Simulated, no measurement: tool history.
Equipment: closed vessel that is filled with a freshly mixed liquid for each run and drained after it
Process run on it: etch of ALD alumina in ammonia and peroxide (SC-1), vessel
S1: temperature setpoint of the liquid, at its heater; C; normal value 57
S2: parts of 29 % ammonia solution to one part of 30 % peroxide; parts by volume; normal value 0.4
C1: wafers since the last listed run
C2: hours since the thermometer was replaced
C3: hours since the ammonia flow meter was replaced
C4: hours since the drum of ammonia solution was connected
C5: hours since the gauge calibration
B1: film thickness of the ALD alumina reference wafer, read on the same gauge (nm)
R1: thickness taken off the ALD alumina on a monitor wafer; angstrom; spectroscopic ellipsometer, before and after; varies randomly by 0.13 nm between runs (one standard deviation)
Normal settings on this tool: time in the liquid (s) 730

Run 1, day 0: usual settings; C1 0; C2 2594; C3 2593.4; C4 105.9; C5 49.6; B1 129.98. Result: R1 522.7 angstrom.
Run 2, day 0.683: usual settings; C1 914; C2 2610.4; C3 2609.8; C4 122.3; C5 66; B1 130.01. Result: R1 521.7 angstrom.
Run 3, day 1.371: usual settings; C1 920; C2 2626.9; C3 2626.3; C4 138.8; C5 82.5; B1 129.99. Result: R1 522 angstrom.
Run 4, day 2.262: usual settings; C1 1193; C2 2648.3; C3 2647.7; C4 160.2; C5 103.9; B1 129.99. Result: R1 520.5 angstrom.
Run 5, day 2.758: usual settings; C1 663; C2 2660.2; C3 2659.6; C4 172.1; C5 115.8; B1 130. Result: R1 520 angstrom.
Run 6, day 3.479: usual settings but S1 52 C; C1 965; C2 2677.5; C3 2676.9; C4 189.4; C5 133.1; B1 130. Result: R1 399.2 angstrom.
Run 7, day 3.988: usual settings; C1 680; C2 2689.7; C3 2689.1; C4 201.6; C5 145.3; B1 129.99. Result: R1 519 angstrom.
Run 8, day 4.717: usual settings; C1 976; C2 2707.2; C3 2706.6; C4 219.1; C5 162.8; B1 130. Result: R1 516.1 angstrom.
At day 5.35: thermometer replaced.
Run 9, day 5.458: usual settings; C1 937; C2 2.6; C3 2724.4; C4 236.9; C5 180.6; B1 130.01. Result: R1 518.2 angstrom.
Run 10, day 6.092: usual settings; C1 847; C2 17.8; C3 2739.6; C4 252.1; C5 195.8; B1 130.02. Result: R1 519.1 angstrom.
At day 6.65: new drum of ammonia solution connected.
Run 11, day 6.733: usual settings but S1 65.5 C, S2 0.3 parts by volume, time in the liquid (s) 1100; C1 803; C2 33.2; C3 2755; C4 2; C5 211.2; B1 130.03. Result: R1 1191.1 angstrom.
At day 7.188: gauge calibrated.
Run 12, day 7.254: usual settings; C1 697; C2 45.7; C3 2767.5; C4 14.5; C5 1.6; B1 129.99. Result: R1 528.4 angstrom.
Run 13, day 7.704: usual settings but time in the liquid (s) 345; C1 602; C2 56.5; C3 2778.3; C4 25.3; C5 12.4; B1 129.96. Result: R1 247.9 angstrom.
Run 14, day 8.233: usual settings but S1 52.5 C, S2 0.5 parts by volume; C1 708; C2 69.2; C3 2791; C4 38; C5 25.1; B1 130.01. Result: R1 422 angstrom.
Run 15, day 8.5: usual settings; C1 356; C2 75.6; C3 2797.4; C4 44.4; C5 31.5; B1 129.99. Result: R1 525 angstrom.
At day 8.888: ammonia flow meter replaced.
Run 16, day 8.942: usual settings but S1 54 C, S2 0.25 parts by volume, time in the liquid (s) 945; C1 535; C2 86.2; C3 1.3; C4 55; C5 42.1; B1 130. Result: R1 553.8 angstrom.
Run 17, day 9.604: usual settings but S1 63 C, time in the liquid (s) 495; C1 886; C2 102.1; C3 17.2; C4 70.9; C5 58; B1 129.98. Result: R1 483.4 angstrom.
Run 18, day 10.171: usual settings; C1 758; C2 115.7; C3 30.8; C4 84.5; C5 71.6; B1 130. Result: R1 522.6 angstrom.
Run 19, day 10.542: usual settings but S2 0.35 parts by volume, time in the liquid (s) 1010; C1 496; C2 124.6; C3 39.7; C4 93.4; C5 80.5; B1 129.99. Result: R1 716.5 angstrom.
Run 20, day 11.233: usual settings; C1 925; C2 141.2; C3 56.3; C4 110; C5 97.1; B1 129.99. Result: R1 521.4 angstrom.

Entry by entry between the runs, the difference in hidden state between the last listed run before and the first listed run after:
Runs 8 to 9: thermometer replaced (day 5.35)
  ammonia solution weaker than its label (%): 13 -> 13.9
  measured result minus the result with no hidden state, R1: -6.9 -> -7.4 angstrom
Runs 10 to 11: new drum of ammonia solution connected (day 6.65)
  ammonia solution weaker than its label (%): 14.6 -> 0.714
  measured result minus the result with no hidden state, R1: -7.9 -> -0.8 angstrom
Runs 11 to 12: gauge calibrated (day 7.188)
  ammonia solution weaker than its label (%): 0.714 -> 1.33
  measured result minus the result with no hidden state, R1: -0.8 -> -0.7 angstrom
Runs 15 to 16: ammonia flow meter replaced (day 8.888)
  ammonia solution weaker than its label (%): 2.81 -> 3.33
  measured result minus the result with no hidden state, R1: -1.4 -> -1.7 angstrom

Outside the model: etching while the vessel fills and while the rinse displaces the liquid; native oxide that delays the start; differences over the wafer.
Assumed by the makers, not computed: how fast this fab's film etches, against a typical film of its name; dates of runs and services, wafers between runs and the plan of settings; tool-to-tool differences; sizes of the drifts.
